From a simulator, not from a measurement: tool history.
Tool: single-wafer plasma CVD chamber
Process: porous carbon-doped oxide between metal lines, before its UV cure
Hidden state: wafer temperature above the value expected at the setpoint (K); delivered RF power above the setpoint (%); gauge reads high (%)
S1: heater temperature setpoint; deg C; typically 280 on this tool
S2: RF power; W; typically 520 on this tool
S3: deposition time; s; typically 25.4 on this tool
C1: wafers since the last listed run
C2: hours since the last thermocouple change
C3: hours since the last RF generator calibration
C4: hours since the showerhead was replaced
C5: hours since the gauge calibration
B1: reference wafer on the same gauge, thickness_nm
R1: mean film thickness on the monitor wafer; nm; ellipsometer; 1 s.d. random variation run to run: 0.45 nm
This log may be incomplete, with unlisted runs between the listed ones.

run   hour   S1   S2    S3    C1     C2      C3      C4     C5       B1       R1
  1      0  283  460  25.4     0  585.1    1984  5537.7  136.5  134.908   135.14
  2   63.3  280  465  25.4  1256  648.4  2047.3    5601  199.8  134.946  138.657
  3   83.7  280  465  25.4   404  668.8  2067.7  5621.4  220.2  135.059  138.445
  4  112.5  280  465  25.4   571  697.6  2096.5  5650.2    249  135.055  139.185
  5  125.8  280  520  25.4   263  710.9  2109.8  5663.5  262.3  134.959  145.338
  6  140.2  280  520  25.4   285  725.3  2124.2  5677.9  276.7  135.079  146.174
  7  163.7  280  520  25.4   466  748.8  2147.7  5701.4  300.2      135  146.147
  8  193.4  280  520  25.4   589  778.5  2177.4  5731.1  329.9  134.982  145.836
  9  225.5  280  520  25.4   637  810.6  2209.5  5763.2    362  135.089  146.002
 10  248.5  280  520  27.7   456  833.6  2232.5  5786.2    385  134.953   158.19
 11  266.5  280  520  27.7   357  851.6  2250.5  5804.2    403  135.095  159.031
     277.1  -- RF generator calibrated
 12  288.8  291  520  21.6   283  873.9    11.7  5826.5  425.3  135.088  115.433
 13  316.9  291  520  21.6   557    902    39.8  5854.6  453.4  134.908  115.966
 14  331.9  291  520  21.6   297    917    54.8  5869.6  468.4  134.911  114.697
       353  -- showerhead replaced
 15  353.5  291  575  25.4   269  938.6    76.4     0.5    490   134.93  141.118
 16  373.6  291  575  25.4   398  958.7    96.5    20.6  510.1   135.01  141.243
 17  394.9  280  520  25.4   422    980   117.8    41.9  531.4  134.956  145.535
     424.7  -- thermocouple changed; heater temperature recalibrated
 18  427.6  294  480    22   490    2.9   150.5    74.6  564.1  134.989  110.994
 19  456.3  280  520  25.4   569   31.6   179.2   103.3  592.8  135.038  145.687
       467  -- gauge calibrated
 20  489.2  287  470    24   652   64.5   212.1   136.2   22.2  135.003  125.113
 21  501.3  280  520  20.4   240   76.6   224.2   148.3   34.3  134.935  117.959
 22  527.3  280  520  28.2   516  102.6   250.2   174.3   60.3  134.874  160.965
 23  539.9  287  520  25.4   250  115.2   262.8   186.9   72.9  135.051   138.53
 24    564  293  520  23.8   478  139.3   286.9     211     97   135.06  126.134
 25  588.8  280  455  25.4   492  164.1   311.7   235.8  121.8  135.058  137.761
 26  605.3  274  570  25.4   327  180.6   328.2   252.3  138.3  134.967  159.506
 27  620.8  285  520  20.4   307  196.1   343.7   267.8  153.8   135.03  114.047
 28  638.4  280  430  20.8   349  213.7   361.3   285.4  171.4  135.072  110.295
 29  667.9  271  430  22.1   585  243.2   390.8   314.9  200.9  134.972  126.117
 30  697.3  273  520  25.4   583  272.6   420.2   344.3  230.3   135.04  153.698
 31  724.3  291  520  21.6   535  299.6   447.2   371.3  257.3  134.979  115.144
 32  737.5  272  550  25.4   261  312.8   460.4   384.5  270.5  134.969  159.654

What does the tool deliver on the next run?
 33  769.4  269  495  25.4  633  344.7  492.3  416.4  302.4   ?   ?

B1: 135.043
R1: 154.022 nm
With no hidden state in the tool, this same run would have given R1 154.022 nm.
